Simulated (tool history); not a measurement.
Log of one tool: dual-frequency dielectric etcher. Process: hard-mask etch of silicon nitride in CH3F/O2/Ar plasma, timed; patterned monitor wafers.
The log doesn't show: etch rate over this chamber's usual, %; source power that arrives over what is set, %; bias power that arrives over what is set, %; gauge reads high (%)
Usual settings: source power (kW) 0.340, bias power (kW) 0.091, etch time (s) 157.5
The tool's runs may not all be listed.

run    hour  source power (kW)  bias power (kW)  etch time (s)  wafers since the last listed run  hours since the last wet clean  hours since the last source power generator calibration  hours since the last bias power generator calibration  hours since the last upper electrode change  hours since the gauge calibration  read-back reference wafer on the same gauge, depth_nm  mean etch depth across the wafer (nm)
  1     0.0              0.340            0.091          157.5                                 0                           590.5                                                   2309.1                                                 2406.4                                       1585.1                              195.6                                                  100.0                                  105.2
       12.1  -- wet clean of the chamber
  2    69.5              0.280            0.091          157.5                               370                            57.4                                                   2378.6                                                 2475.9                                       1654.6                              265.1                                                  100.0                                   96.3
  3   128.7              0.340            0.091          157.5                               382                           116.6                                                   2437.8                                                 2535.1                                       1713.8                              324.3                                                   99.9                                  101.4
  4   159.4              0.340            0.091          157.5                               198                           147.3                                                   2468.5                                                 2565.8                                       1744.5                              355.0                                                   99.9                                  102.7
  5   200.8              0.340            0.091          157.5                               267                           188.7                                                   2509.9                                                 2607.2                                       1785.9                              396.4                                                  100.0                                  101.8
  6   264.1              0.340            0.091          157.5                               408                           252.0                                                   2573.2                                                 2670.5                                       1849.2                              459.7                                                   99.9                                  102.0
  7   299.9              0.340            0.091          157.5                               231                           287.8                                                   2609.0                                                 2706.3                                       1885.0                              495.5                                                   99.6                                  102.9
  8   333.0              0.340            0.091          157.5                               213                           320.9                                                   2642.1                                                 2739.4                                       1918.1                              528.6                                                  100.1                                  103.3
  9   380.5              0.340            0.107          157.5                               306                           368.4                                                   2689.6                                                 2786.9                                       1965.6                              576.1                                                   99.9                                  110.7
 10   420.7              0.340            0.107          157.5                               259                           408.6                                                   2729.8                                                 2827.1                                       2005.8                              616.3                                                  100.0                                  111.3
      454.5  -- upper electrode replaced
 11   489.6              0.340            0.107          157.5                               290                           477.5                                                   2798.7                                                 2896.0                                         35.1                              685.2                                                  100.1                                  111.5
 12   544.1              0.340            0.091          157.5                               352                           532.0                                                   2853.2                                                 2950.5                                         89.6                              739.7                                                  100.1                                  103.2
      590.7  -- wet clean of the chamber
 13   591.2              0.340            0.091          157.5                               149                             0.5                                                   2900.3                                                 2997.6                                        136.7                              786.8                                                  100.1                                  106.5
      624.2  -- gauge calibrated
 14   637.9              0.340            0.091          157.5                               301                            47.2                                                   2947.0                                                 3044.3                                        183.4                               13.7                                                  100.0                                  107.8
 15   705.5              0.290            0.091          141.5                               436                           114.8                                                   3014.6                                                 3111.9                                        251.0                               81.3                                                   99.9                                   93.1
 16   756.8              0.340            0.091          157.5                               331                           166.1                                                   3065.9                                                 3163.2                                        302.3                              132.6                                                  100.4                                  107.7
      801.7  -- wet clean of the chamber, repeated, since the last time left the tool worse
 17   833.8              0.280            0.100          192.0                               342                            32.1                                                   3142.9                                                 3240.2                                        379.3                              209.6                                                   99.8                                  122.5
 18   858.7              0.340            0.110          133.5                               160                            57.0                                                   3167.8                                                 3265.1                                        404.2                              234.5                                                  100.1                                   92.4
      887.5  -- source power generator calibrated
 19   897.0              0.340            0.091          198.5                               221                            95.3                                                      9.5                                                 3303.4                                        442.5                              272.8                                                  100.2                                  127.5
 20   956.3              0.310            0.107          199.0                               383                           154.6                                                     68.8                                                 3362.7                                        501.8                              332.1                                                  100.0                                  134.7
 21   985.8              0.280            0.070          196.0                               190                           184.1                                                     98.3                                                 3392.2                                        531.3                              361.6                                                  100.0                                  107.9
     1046.6  -- bias power generator calibrated
 22  1056.9              0.380            0.091          202.5                               433                           255.2                                                    169.4                                                   10.3                                        602.4                              432.7                                                  100.1                                  136.2
 23  1109.8              0.310            0.114          111.0                               341                           308.1                                                    222.3                                                   63.2                                        655.3                              485.6                                                  100.1                                   78.6
 24  1159.4              0.280            0.070          196.0                               320                           357.7                                                    271.9                                                  112.8                                        704.9                              535.2                                                  100.0                                  109.9
 25  1229.0              0.340            0.097          157.5                               449                           427.3                                                    341.5                                                  182.4                                        774.5                              604.8                                                  100.2                                  106.4
 26  1287.7              0.340            0.091          183.5                               379                           486.0                                                    400.2                                                  241.1                                        833.2                              663.5                                                  100.1                                  121.6
 27  1354.3              0.390            0.083          192.5                               430                           552.6                                                    466.8                                                  307.7                                        899.8                              730.1                                                  100.0                                  127.3
     1405.5  -- wet clean of the chamber
 28  1408.2              0.370            0.091          157.5                               193                             2.7                                                    520.7                                                  361.6                                        953.7                              784.0                                                   99.7                                  104.4
     1462.4  -- gauge calibrated
 29  1465.2              0.340            0.091          157.5                               368                            59.7                                                    577.7                                                  418.6                                       1010.7                                2.8                                                   99.8                                  102.4

4 ways to go on from here, each from the tool as it stands after run 29. What would each give?
  A  1465.7              0.340            0.091          157.5                                 3                            60.2                                                    578.2                                                  419.1                                       1011.2                                3.3                                                      ?                                      ?
  B  1465.7              0.400            0.073          157.5                                 3                            60.2                                                    578.2                                                  419.1                                       1011.2                                3.3                                                      ?                                      ?
  C  1465.7              0.310            0.106          202.0                                 3                            60.2                                                    578.2                                                  419.1                                       1011.2                                3.3                                                      ?                                      ?
  D  1465.7              0.390            0.074          174.5                                 3                            60.2                                                    578.2                                                  419.1                                       1011.2                                3.3                                                      ?                                      ?

run  read-back reference wafer on the same gauge, depth_nm  mean etch depth across the wafer (nm)
  A                                                   99.7                                  101.9
  B                                                   99.7                                   96.3
  C                                                   99.7                                  136.9
  D                                                   99.7                                  106.7
Without the tool's hidden state the same runs would have given:
run  mean etch depth across the wafer (nm)
  A                                  101.1
  B                                   95.5
  C                                  135.7
  D                                  105.8

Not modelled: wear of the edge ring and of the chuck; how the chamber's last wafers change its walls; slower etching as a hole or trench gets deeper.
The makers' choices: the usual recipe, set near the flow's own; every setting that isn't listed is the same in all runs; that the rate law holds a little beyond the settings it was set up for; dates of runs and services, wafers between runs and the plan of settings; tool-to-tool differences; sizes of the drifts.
